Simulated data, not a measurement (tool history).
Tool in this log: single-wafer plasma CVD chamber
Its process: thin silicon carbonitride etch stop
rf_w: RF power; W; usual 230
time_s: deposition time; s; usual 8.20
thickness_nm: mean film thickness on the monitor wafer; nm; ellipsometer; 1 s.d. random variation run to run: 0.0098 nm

run	hour	rf_w	time_s	read-back reference wafer on the same gauge, thickness_nm	thickness_nm
1	0.0	230	7.46	5.289	4.266
2	17.0	220	8.20	5.293	4.663
3	26.2	205	7.76	5.296	4.330
4	40.5	205	7.76	5.295	4.340
5	56.4	205	7.76	5.288	4.333
6	73.2	230	8.20	5.292	4.696
7	84.1	230	8.20	5.292	4.709
# hour 97.5: gauge calibrated
8	98.4	230	8.20	5.292	4.694
9	106.0	230	8.75	5.292	5.017
10	114.5	230	8.75	5.291	5.016
# hour 143.7: RF generator calibrated
11	145.4	230	9.47	5.293	5.532
12	155.4	230	9.47	5.291	5.517
13	166.0	230	9.47	5.291	5.503
14	175.0	230	8.20	5.282	4.778
# hour 184.5: thermocouple changed; heater temperature recalibrated
# hour 189.0: showerhead replaced, of another model than before
15	189.5	230	8.20	5.291	4.788
16	190.6	230	7.21	5.289	4.200
17	200.5	270	7.36	5.292	4.403
18	216.9	230	7.74	5.290	4.504
19	225.4	230	8.20	5.291	4.759
20	271.1	210	6.95	5.295	3.980
21	282.9	230	9.28	5.288	5.404
22	290.6	230	9.08	5.289	5.290
23	304.3	275	8.20	5.286	4.897
24	321.2	265	7.15	5.290	4.229
25	337.6	230	8.20	5.288	4.769
26	343.8	230	7.56	5.290	4.399
27	353.7	270	8.20	5.288	4.897
28	361.8	265	6.96	5.291	4.140
29	377.0	205	6.94	5.287	3.970
30	385.4	230	8.20	5.289	4.768
31	402.5	200	6.81	5.287	3.870
32	410.0	210	8.20	5.291	4.713
33	419.7	230	7.63	5.295	4.430
34	426.3	230	8.20	5.289	4.757
35	440.9	230	8.20	5.290	4.751
36	455.8	230	8.20	5.293	4.737

Branching from run 36: 4 alternative next runs. What would each branch give?
A	456.2	265	8.20	?	?
B	456.2	240	8.20	?	?
C	456.2	205	9.37	?	?
D	456.2	185	6.92	?	?

run	read-back reference wafer on the same gauge, thickness_nm	thickness_nm
A	5.289	4.852
B	5.289	4.781
C	5.289	5.343
D	5.289	3.894
Had the tool no hidden state, the same runs would have come out as:
run	thickness_nm
A	4.895
B	4.823
C	5.391
D	3.928
